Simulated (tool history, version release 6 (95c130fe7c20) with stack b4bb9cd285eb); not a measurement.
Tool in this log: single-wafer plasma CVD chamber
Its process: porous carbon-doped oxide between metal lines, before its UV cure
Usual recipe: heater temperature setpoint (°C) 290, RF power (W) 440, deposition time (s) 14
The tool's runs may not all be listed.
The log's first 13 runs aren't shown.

run	hour	heater temperature setpoint (°C)	RF power (W)	deposition time (s)	wafers since the last listed run	hours since the last thermocouple change	hours since the last RF generator calibration	hours since the showerhead was replaced	hours since the gauge calibration	read-back reference wafer on the same gauge, thickness_nm	mean film thickness on the monitor wafer (nm)
# hour 918.3: RF generator calibrated
14	925.6	290	440	14	1384	878.6	7.3	57	1692.1	70.363	78.943
15	967.6	290	440	14	1589	920.6	49.3	99	1734.1	70.501	79.51
16	1010.8	295	410	14	1634	963.8	92.5	142.2	1777.3	70.369	74.659
17	1086.5	290	440	14	2864	1039.5	168.2	217.9	1853	70.317	78.646
18	1143.9	286	410	16.3	2171	1096.9	225.6	275.3	1910.4	70.392	90.892
19	1180.8	290	475	14	1396	1133.8	262.5	312.2	1947.3	70.294	81.978
20	1247.7	300	400	16.5	2531	1200.7	329.4	379.1	2014.2	70.301	84.915
21	1344.6	280	440	14	3666	1297.6	426.3	476	2111.1	70.261	83.763
22	1408	290	440	14	2398	1361	489.7	539.4	2174.5	70.259	78.655
23	1489.6	299	375	12.1	3087	1442.6	571.3	621	2256.1	70.329	61.691
24	1525.7	294	440	16.2	1365	1478.7	607.4	657.1	2292.2	70.166	88.83
25	1612.2	280	440	14	3272	1565.2	693.9	743.6	2378.7	70.25	83.126
# hour 1792.6: thermocouple changed; heater temperature recalibrated
# hour 1852.5: gauge calibrated
26	1910	286	440	15.2	10964	117.4	991.7	1041.4	57.5	71.382	88.595
27	1991.3	290	510	16.6	3075	198.7	1073	1122.7	138.8	71.256	99.569
# hour 2028.8: RF generator calibrated
28	2080.9	290	440	14	3087	288.3	52.1	1212.3	228.4	71.221	79.834
29	2139.6	290	440	16.1	2220	347	110.8	1271	287.1	71.145	91.186
30	2200.5	305	395	13.2	2304	407.9	171.7	1331.9	348	70.976	67.308
31	2259.3	298	465	12.2	2224	466.7	230.5	1390.7	406.8	70.876	68.447
32	2346.5	304	440	12	3299	553.9	317.7	1477.9	494	70.926	63.878
33	2411.4	280	485	15.6	2455	618.8	382.6	1542.8	558.9	70.93	96.744
34	2462.7	276	395	14	1940	670.1	433.9	1594.1	610.2	70.951	82.512
35	2529.5	281	505	16.3	2527	736.9	500.7	1660.9	677	70.733	101.907

3 ways to go on from here, each from the tool as it stands after run 35. What would each give?
A	2529.9	290	440	14	15	737.3	501.1	1661.3	677.4	?	?
B	2529.9	303	385	12.5	15	737.3	501.1	1661.3	677.4	?	?
C	2529.9	290	440	13.1	15	737.3	501.1	1661.3	677.4	?	?

run	read-back reference wafer on the same gauge, thickness_nm	mean film thickness on the monitor wafer (nm)
A	70.74	79.404
B	70.74	63.25
C	70.74	74.474
Stripped of hidden state, with their random variation kept, the same runs would have yielded:
run	mean film thickness on the monitor wafer (nm)
A	80.098
B	63.802
C	75.125
